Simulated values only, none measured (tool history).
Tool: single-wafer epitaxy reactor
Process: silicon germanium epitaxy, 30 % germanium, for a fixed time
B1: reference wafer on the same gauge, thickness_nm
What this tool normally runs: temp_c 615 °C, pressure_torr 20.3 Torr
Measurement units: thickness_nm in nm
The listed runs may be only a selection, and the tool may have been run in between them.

{"run": 1, "hour": 0.0, "temp_c": 603, "pressure_torr": 20.3, "B1": 85.45, "thickness_nm": 65.364}
{"hour": 53.0, "done": "gauge calibrated"}
{"run": 2, "hour": 76.7, "temp_c": 615, "pressure_torr": 21.7, "B1": 85.5, "thickness_nm": 81.353}
{"run": 3, "hour": 297.1, "temp_c": 615, "pressure_torr": 21.7, "B1": 85.377, "thickness_nm": 81.257}
{"run": 4, "hour": 388.7, "temp_c": 615, "pressure_torr": 21.7, "B1": 85.417, "thickness_nm": 81.603}
{"run": 5, "hour": 478.4, "temp_c": 610, "pressure_torr": 21.4, "B1": 85.388, "thickness_nm": 74.94}
{"run": 6, "hour": 554.8, "temp_c": 610, "pressure_torr": 21.4, "B1": 85.312, "thickness_nm": 75.133}
{"run": 7, "hour": 639.5, "temp_c": 610, "pressure_torr": 21.4, "B1": 85.43, "thickness_nm": 75.165}
{"run": 8, "hour": 732.4, "temp_c": 615, "pressure_torr": 20.3, "B1": 85.407, "thickness_nm": 79.529}
{"run": 9, "hour": 965.3, "temp_c": 615, "pressure_torr": 20.3, "B1": 85.309, "thickness_nm": 79.514}
{"hour": 1010.5, "done": "showerhead replaced, of another model than before"}
{"run": 10, "hour": 1051.0, "temp_c": 615, "pressure_torr": 20.3, "B1": 85.462, "thickness_nm": 79.169}
{"run": 11, "hour": 1111.7, "temp_c": 615, "pressure_torr": 21.6, "B1": 85.341, "thickness_nm": 82.442}
{"run": 12, "hour": 1204.3, "temp_c": 615, "pressure_torr": 21.6, "B1": 85.4, "thickness_nm": 82.625}
{"run": 13, "hour": 1296.1, "temp_c": 615, "pressure_torr": 21.6, "B1": 85.358, "thickness_nm": 82.661}
{"run": 14, "hour": 1391.9, "temp_c": 615, "pressure_torr": 21.4, "B1": 85.376, "thickness_nm": 82.077}
{"run": 15, "hour": 1462.4, "temp_c": 619, "pressure_torr": 19.1, "B1": 85.306, "thickness_nm": 82.294}
{"hour": 1529.8, "done": "capacitance manometer re-zeroed and calibrated"}
{"run": 16, "hour": 1563.4, "temp_c": 615, "pressure_torr": 20.3, "B1": 85.429, "thickness_nm": 79.708}
{"hour": 1633.9, "done": "pyrometer calibrated"}
{"run": 17, "hour": 1647.9, "temp_c": 615, "pressure_torr": 20.3, "B1": 85.419, "thickness_nm": 77.205}
{"run": 18, "hour": 1717.2, "temp_c": 602, "pressure_torr": 23.6, "B1": 85.486, "thickness_nm": 68.565}
{"run": 19, "hour": 1789.1, "temp_c": 604, "pressure_torr": 19.0, "B1": 85.425, "thickness_nm": 62.522}
{"run": 20, "hour": 1848.2, "temp_c": 615, "pressure_torr": 21.7, "B1": 85.385, "thickness_nm": 80.421}
{"hour": 1899.8, "done": "gauge calibrated"}
{"run": 21, "hour": 1947.6, "temp_c": 620, "pressure_torr": 16.6, "B1": 85.433, "thickness_nm": 74.01}
{"run": 22, "hour": 2044.8, "temp_c": 615, "pressure_torr": 19.0, "B1": 85.435, "thickness_nm": 74.635}
{"run": 23, "hour": 2268.6, "temp_c": 627, "pressure_torr": 15.4, "B1": 85.435, "thickness_nm": 78.716}
{"run": 24, "hour": 2359.1, "temp_c": 606, "pressure_torr": 17.5, "B1": 85.383, "thickness_nm": 61.766}
{"run": 25, "hour": 2440.6, "temp_c": 607, "pressure_torr": 24.3, "B1": 85.381, "thickness_nm": 76.079}
{"run": 26, "hour": 2522.4, "temp_c": 628, "pressure_torr": 22.0, "B1": 85.398, "thickness_nm": 99.605}
{"run": 27, "hour": 2591.3, "temp_c": 615, "pressure_torr": 20.3, "B1": 85.369, "thickness_nm": 77.907}
{"run": 28, "hour": 2697.7, "temp_c": 615, "pressure_torr": 20.3, "B1": 85.377, "thickness_nm": 77.903}
{"run": 29, "hour": 2744.6, "temp_c": 615, "pressure_torr": 16.2, "B1": 85.389, "thickness_nm": 68.207}
{"run": 30, "hour": 2802.0, "temp_c": 620, "pressure_torr": 23.1, "B1": 85.351, "thickness_nm": 90.669}
{"run": 31, "hour": 2893.2, "temp_c": 615, "pressure_torr": 21.7, "B1": 85.394, "thickness_nm": 81.423}
{"run": 32, "hour": 2996.9, "temp_c": 615, "pressure_torr": 20.3, "B1": 85.366, "thickness_nm": 78.198}
{"run": 33, "hour": 3095.6, "temp_c": 606, "pressure_torr": 18.6, "B1": 85.454, "thickness_nm": 64.535}
{"run": 34, "hour": 3181.5, "temp_c": 615, "pressure_torr": 20.3, "B1": 85.467, "thickness_nm": 78.32}

Below are 4 alternative next runs, each starting from the tool's condition after run 34. Predict each:
{"run": "A", "hour": 3181.9, "temp_c": 615, "pressure_torr": 20.3, "B1": "?", "thickness_nm": "?"}
{"run": "B", "hour": 3181.9, "temp_c": 625, "pressure_torr": 24.9, "B1": "?", "thickness_nm": "?"}
{"run": "C", "hour": 3181.9, "temp_c": 606, "pressure_torr": 25.2, "B1": "?", "thickness_nm": "?"}
{"run": "D", "hour": 3181.9, "temp_c": 615, "pressure_torr": 16.9, "B1": "?", "thickness_nm": "?"}

run=A B1=85.401 thickness_nm=78.669
run=B B1=85.401 thickness_nm=102.710
run=C B1=85.401 thickness_nm=76.993
run=D B1=85.401 thickness_nm=70.443
Take away the tool's hidden state, keep each run's random variation, and the runs would have read:
run=A thickness_nm=77.945
run=B thickness_nm=101.783
run=C thickness_nm=76.272
run=D thickness_nm=69.794
